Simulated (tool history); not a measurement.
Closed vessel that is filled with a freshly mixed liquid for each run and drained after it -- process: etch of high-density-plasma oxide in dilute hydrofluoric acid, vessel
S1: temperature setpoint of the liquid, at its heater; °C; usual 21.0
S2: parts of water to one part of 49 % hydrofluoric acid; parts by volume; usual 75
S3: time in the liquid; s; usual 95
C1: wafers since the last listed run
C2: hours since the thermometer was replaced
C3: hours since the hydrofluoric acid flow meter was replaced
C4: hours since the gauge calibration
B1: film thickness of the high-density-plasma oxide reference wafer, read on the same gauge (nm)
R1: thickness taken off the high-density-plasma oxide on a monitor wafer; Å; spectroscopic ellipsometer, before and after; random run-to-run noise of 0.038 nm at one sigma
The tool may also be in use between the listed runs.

run     day    S1  S2   S3    C1      C2      C3      C4     B1     R1
  1   0.000  21.0  75   95     0  1931.0   487.7   743.5  30.00   68.6
  2   1.546  21.0  75   95  2547  1968.1   524.8   780.6  30.00   68.5
  3   3.604  21.0  75   95  3391  2017.5   574.2   830.0  30.03   68.9
  4   6.150  21.0  75   95  4195  2078.6   635.3   891.1  30.00   68.0
  5   8.454  22.0  65   95  3797  2133.9   690.6   946.4  30.01   82.5
  6  10.992  22.0  65   95  4181  2194.8   751.5  1007.3  30.01   83.0
  7  12.467  22.0  65   95  2430  2230.2   786.9  1042.7  30.03   83.0
  8  14.567  18.0  75   50  3460  2280.6   837.3  1093.1  30.05   31.5
  9  17.533  18.0  75   50  4888  2351.8   908.5  1164.3  30.00   31.4
 10  18.592  18.0  75   50  1744  2377.2   933.9  1189.7  30.03   31.7
     19.354  -- gauge calibrated
 11  20.792  21.0  75   95  3625  2430.0   986.7    34.5  30.02   68.2
 12  22.946  21.0  75  120  3549  2481.7  1038.4    86.2  29.97   86.1
 13  25.896  17.5  95   70  4861  2552.5  1109.2   157.0  30.02   33.7
     26.792  -- thermometer replaced
 14  27.588  23.5  40  140  2719    19.1  1149.8   197.6  30.01  219.1
 15  30.179  19.0  50   60  4270    81.3  1212.0   259.8  29.98   61.6
     30.321  -- hydrofluoric acid flow meter replaced
 16  31.988  21.0  75   95  2911   124.7    40.0   303.2  30.01   68.8
 17  33.904  25.0  90  135  3158   170.7    86.0   349.2  30.04   93.2
 18  35.833  21.0  75   95  3179   217.0   132.3   395.5  29.98   68.4
 19  36.929  21.0  75   95  1805   243.3   158.6   421.8  30.00   67.3
 20  39.708  19.5  90  120  4579   310.0   225.3   488.5  29.96   66.4
 21  41.029  19.0  85   60  2176   341.7   257.0   520.2  30.01   34.5

For each entry between runs, how does the tool's hidden state at the last listed run before it compare with that at the first listed run after it?
Run 10 -> run 11: gauge calibrated (day 19.354)
  nothing in the hidden state changes from one run to the other
Run 13 -> run 14: thermometer replaced (day 26.792)
  nothing in the hidden state changes from one run to the other
Run 15 -> run 16: hydrofluoric acid flow meter replaced (day 30.321)
  nothing in the hidden state changes from one run to the other
